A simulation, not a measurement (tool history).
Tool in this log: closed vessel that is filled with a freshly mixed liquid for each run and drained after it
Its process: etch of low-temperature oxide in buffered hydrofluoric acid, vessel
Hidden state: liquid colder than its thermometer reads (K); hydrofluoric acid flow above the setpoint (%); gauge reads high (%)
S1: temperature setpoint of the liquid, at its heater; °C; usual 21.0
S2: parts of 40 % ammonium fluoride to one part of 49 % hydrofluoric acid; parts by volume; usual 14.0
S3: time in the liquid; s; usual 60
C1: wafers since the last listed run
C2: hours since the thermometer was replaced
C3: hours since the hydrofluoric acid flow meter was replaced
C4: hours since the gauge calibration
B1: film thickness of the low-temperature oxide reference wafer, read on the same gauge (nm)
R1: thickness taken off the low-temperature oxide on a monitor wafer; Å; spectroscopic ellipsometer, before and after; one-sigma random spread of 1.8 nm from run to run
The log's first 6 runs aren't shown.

run    hour    S1    S2  S3     C1     C2      C3      C4     B1      R1
  7   389.9  25.0  14.0  35   7933  699.2   639.5  3420.5  90.00  1315.5
      451.5  -- thermometer replaced
  8   459.1  17.5  14.0  45   5152    7.6   708.7  3489.7  90.02  1210.0
  9   550.1  19.5   9.5  70   6875   98.6   799.7  3580.7  90.00  2933.4
 10   593.3  17.0  12.0  40   3263  141.8   842.9  3623.9  90.01  1180.3
 11   686.9  19.5  19.5  80   7071  235.4   936.5  3717.5  90.00  1654.0
 12   773.0  18.5  14.0  60   6505  321.5  1022.6  3803.6  90.00  1627.7
 13   823.3  21.0  14.0  60   3800  371.8  1072.9  3853.9  89.99  1888.4
 14   884.1  17.0  10.0  60   4593  432.6  1133.7  3914.7  90.00  2060.3
 15   924.2  17.0   9.5  75   3029  472.7  1173.8  3954.8  90.01  2675.4
 16   987.5  25.5  17.0  30   4782  536.0  1237.1  4018.1  90.00   968.8
      999.1  -- hydrofluoric acid flow meter replaced
 17  1077.2  21.0  17.0  60   6701  625.7    78.1  4107.8  90.00  1504.8
     1181.2  -- thermometer replaced
 18  1181.7  25.0  10.5  85   7819    0.5   182.6  4212.3  89.99  4581.3
 19  1230.6  24.5   9.0  75   3694   49.4   231.5  4261.2  90.00  4410.0
     1276.8  -- gauge calibrated
 20  1304.3  21.0  14.0  85   5568  123.1   305.2    27.5  89.99  2745.2
 21  1400.3  21.0  14.0  70   7253  219.1   401.2   123.5  89.99  2203.1
 22  1441.2  21.0  14.0  60   3090  260.0   442.1   164.4  90.01  1886.0
 23  1748.7  21.0  11.0  40  23232  567.5   749.6   471.9  90.00  1548.9
 24  1831.3  21.0  14.0  60   6240  650.1   832.2   554.5  90.00  1825.5
 25  1903.7  18.5  14.0  90   5470  722.5   904.6   626.9  90.00  2345.7
 26  2002.8  21.0  14.0  60   7487  821.6  1003.7   726.0  90.00  1775.8
     2012.6  -- thermometer replaced
 27  2098.7  21.0  14.0  60   7170   86.1  1099.6   821.9  89.98  1942.6
     2101.0  -- hydrofluoric acid flow meter replaced
 28  2184.2  17.0  11.0  70   6384  171.6    83.2   907.4  90.01  2244.0
 29  2235.3  21.0  18.5  60   3860  222.7   134.3   958.5  90.01  1439.5
 30  2293.2  21.0  19.0  30   4374  280.6   192.2  1016.4  90.00   693.8
 31  2391.5  18.5  14.0  85   7427  378.9   290.5  1114.7  90.00  2267.5

Consider 5 possible next runs. They are alternatives, not a sequence: every one starts from the tool as it was left by run 31. What does each give?
  A  2392.2  21.0  14.0  60  52  379.6  291.2  1115.4   ?   ?
  B  2392.2  17.0  16.0  60  52  379.6  291.2  1115.4   ?   ?
  C  2392.2  26.0  18.0  60  52  379.6  291.2  1115.4   ?   ?
  D  2392.2  25.0  16.0  85  52  379.6  291.2  1115.4   ?   ?
  E  2392.2  17.0  14.0  60  52  379.6  291.2  1115.4   ?   ?

run     B1      R1
  A  90.00  1875.7
  B  90.00  1310.7
  C  90.00  1929.7
  D  90.00  2907.2
  E  90.00  1494.8
With the hidden condition removed and each run's random variation left untouched, the same runs would have given:
run      R1
  A  1968.0
  B  1377.0
  C  2021.7
  D  3046.6
  E  1570.4
